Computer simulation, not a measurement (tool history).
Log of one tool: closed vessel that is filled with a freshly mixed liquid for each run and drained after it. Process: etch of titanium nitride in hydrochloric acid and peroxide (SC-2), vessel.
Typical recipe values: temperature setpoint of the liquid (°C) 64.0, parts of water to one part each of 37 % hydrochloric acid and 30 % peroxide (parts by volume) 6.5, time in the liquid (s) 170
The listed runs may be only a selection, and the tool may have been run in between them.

run	hour	temperature setpoint of the liquid (°C)	parts of water to one part each of 37 % hydrochloric acid and 30 % peroxide (parts by volume)	time in the liquid (s)	read-back film thickness of the titanium nitride reference wafer, read on the same gauge (nm)	thickness taken off the titanium nitride on a monitor wafer (nm)
1	0.0	56.5	6.5	170	85.23	15.98
2	40.8	64.0	6.5	190	85.22	28.76
3	81.2	64.0	6.5	190	85.15	28.56
4	119.4	64.0	6.5	190	85.16	28.75
5	282.8	64.0	6.5	170	84.93	25.50
6	352.6	64.0	6.5	170	84.93	25.73
7	408.1	64.0	6.5	170	84.89	25.64
8	464.8	64.0	6.5	170	84.81	25.34
# hour 497.3: chemicals flow meter replaced
# hour 502.6: new drum of peroxide connected
9	509.5	64.0	5.0	170	84.84	30.99
10	536.5	69.5	6.5	170	84.83	36.01
# hour 560.7: gauge calibrated
11	561.3	69.5	6.5	170	89.88	37.43
12	630.0	64.0	6.5	170	89.19	27.02
13	663.4	64.0	6.5	170	88.91	26.86
# hour 679.5: thermometer replaced
14	731.1	64.0	6.5	170	88.47	26.83
15	756.0	64.0	6.5	270	88.30	42.38
16	783.2	72.0	5.5	170	88.06	48.69
17	826.4	64.0	6.5	170	87.81	26.35
18	979.6	59.5	8.0	105	87.09	10.46
# hour 1013.5: new drum of peroxide connected
19	1047.1	64.0	8.5	145	86.84	18.00
20	1099.7	64.0	8.5	200	86.63	24.99
21	1163.8	68.5	9.0	125	86.50	19.57
22	1192.1	64.0	6.5	190	86.45	29.15
23	1218.1	70.0	6.5	120	86.37	26.23
24	1259.7	64.0	6.5	170	86.27	25.97
25	1297.7	69.5	6.5	170	86.20	36.25
26	1334.9	56.0	9.0	80	86.13	5.74
27	1386.4	68.0	6.5	195	86.04	37.92
28	1422.1	64.0	6.5	170	85.98	25.87

A few steps of thickness taken off the titanium nitride on a monitor wafer (nm) between consecutive runs. Split each: what settings, incoming material and random variation would produce without the hidden state, and what is left over for the hidden state, along with gauge scatter present in only one of the two compared results (measured, and without hidden state):
The tool's hidden condition here consists of: liquid hotter than its thermometer reads (K); chemicals flow above the setpoint (%); peroxide weaker than its label (%); gauge reads high (%).
Run 10 -> 11: gauge calibrated. thickness taken off the titanium nitride on a monitor wafer (nm) +1.42: hidden state +2.15, all else -0.73.
Run 25 -> 26: temperature setpoint of the liquid (°C) 69.5 -> 56.0, parts of water to one part each of 37 % hydrochloric acid and 30 % peroxide (parts by volume) 6.5 -> 9.0, time in the liquid (s) 170 -> 80. thickness taken off the titanium nitride on a monitor wafer (nm) -30.51: hidden state +1.36, all else -31.87.
Run 26 -> 27: temperature setpoint of the liquid (°C) 56.0 -> 68.0, parts of water to one part each of 37 % hydrochloric acid and 30 % peroxide (parts by volume) 9.0 -> 6.5, time in the liquid (s) 80 -> 195. thickness taken off the titanium nitride on a monitor wafer (nm) +32.18: hidden state -1.50, all else +33.68.
